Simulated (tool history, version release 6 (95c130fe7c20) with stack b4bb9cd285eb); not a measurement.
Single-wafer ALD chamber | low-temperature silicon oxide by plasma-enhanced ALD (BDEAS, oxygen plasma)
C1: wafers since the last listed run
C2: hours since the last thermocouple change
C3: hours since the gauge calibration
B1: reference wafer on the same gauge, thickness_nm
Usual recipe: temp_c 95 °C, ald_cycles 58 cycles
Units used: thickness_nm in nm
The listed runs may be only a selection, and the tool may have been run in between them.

{"run": 1, "hour": 0.0, "temp_c": 90, "ald_cycles": 58, "C1": 0, "C2": 357.4, "C3": 1260.3, "B1": 8.649, "thickness_nm": 9.009}
{"run": 2, "hour": 42.9, "temp_c": 90, "ald_cycles": 58, "C1": 149, "C2": 400.3, "C3": 1303.2, "B1": 8.675, "thickness_nm": 8.958}
{"run": 3, "hour": 90.2, "temp_c": 90, "ald_cycles": 58, "C1": 164, "C2": 447.6, "C3": 1350.5, "B1": 8.659, "thickness_nm": 8.934}
{"run": 4, "hour": 160.3, "temp_c": 95, "ald_cycles": 58, "C1": 244, "C2": 517.7, "C3": 1420.6, "B1": 8.671, "thickness_nm": 8.843}
{"hour": 163.7, "done": "gauge calibrated"}
{"run": 5, "hour": 221.7, "temp_c": 95, "ald_cycles": 63, "C1": 214, "C2": 579.1, "C3": 58.0, "B1": 8.676, "thickness_nm": 9.547}
{"run": 6, "hour": 287.2, "temp_c": 85, "ald_cycles": 63, "C1": 228, "C2": 644.6, "C3": 123.5, "B1": 8.689, "thickness_nm": 9.808}
{"run": 7, "hour": 354.9, "temp_c": 95, "ald_cycles": 58, "C1": 236, "C2": 712.3, "C3": 191.2, "B1": 8.672, "thickness_nm": 8.756}
{"run": 8, "hour": 401.7, "temp_c": 95, "ald_cycles": 58, "C1": 163, "C2": 759.1, "C3": 238.0, "B1": 8.673, "thickness_nm": 8.792}
{"run": 9, "hour": 472.5, "temp_c": 89, "ald_cycles": 54, "C1": 246, "C2": 829.9, "C3": 308.8, "B1": 8.675, "thickness_nm": 8.286}
{"run": 10, "hour": 518.2, "temp_c": 89, "ald_cycles": 54, "C1": 159, "C2": 875.6, "C3": 354.5, "B1": 8.677, "thickness_nm": 8.354}
{"run": 11, "hour": 544.2, "temp_c": 89, "ald_cycles": 52, "C1": 90, "C2": 901.6, "C3": 380.5, "B1": 8.669, "thickness_nm": 8.016}
{"hour": 575.9, "done": "thermocouple changed; heater temperature recalibrated"}
{"run": 12, "hour": 607.6, "temp_c": 88, "ald_cycles": 58, "C1": 193, "C2": 31.7, "C3": 443.9, "B1": 8.672, "thickness_nm": 9.036}
{"run": 13, "hour": 668.8, "temp_c": 95, "ald_cycles": 58, "C1": 213, "C2": 92.9, "C3": 505.1, "B1": 8.662, "thickness_nm": 8.799}
{"run": 14, "hour": 705.7, "temp_c": 95, "ald_cycles": 58, "C1": 128, "C2": 129.8, "C3": 542.0, "B1": 8.671, "thickness_nm": 8.775}
{"run": 15, "hour": 773.6, "temp_c": 95, "ald_cycles": 58, "C1": 236, "C2": 197.7, "C3": 609.9, "B1": 8.653, "thickness_nm": 8.842}
{"run": 16, "hour": 819.8, "temp_c": 95, "ald_cycles": 58, "C1": 161, "C2": 243.9, "C3": 656.1, "B1": 8.67, "thickness_nm": 8.743}
{"run": 17, "hour": 869.7, "temp_c": 98, "ald_cycles": 55, "C1": 174, "C2": 293.8, "C3": 706.0, "B1": 8.671, "thickness_nm": 8.263}
{"run": 18, "hour": 895.9, "temp_c": 103, "ald_cycles": 47, "C1": 91, "C2": 320.0, "C3": 732.2, "B1": 8.671, "thickness_nm": 6.968}
{"run": 19, "hour": 963.4, "temp_c": 95, "ald_cycles": 58, "C1": 235, "C2": 387.5, "C3": 799.7, "B1": 8.668, "thickness_nm": 8.759}

Run 20, settings as shown, results not yet in. Your forecast:
{"run": 20, "hour": 1011.0, "temp_c": 95, "ald_cycles": 48, "C1": 165, "C2": 435.1, "C3": 847.3, "B1": "?", "thickness_nm": "?"}

B1: 8.683
thickness_nm: 7.277 nm
With the hidden condition absent and the run-to-run variation left alone, this run would have shown thickness_nm 7.277 nm.
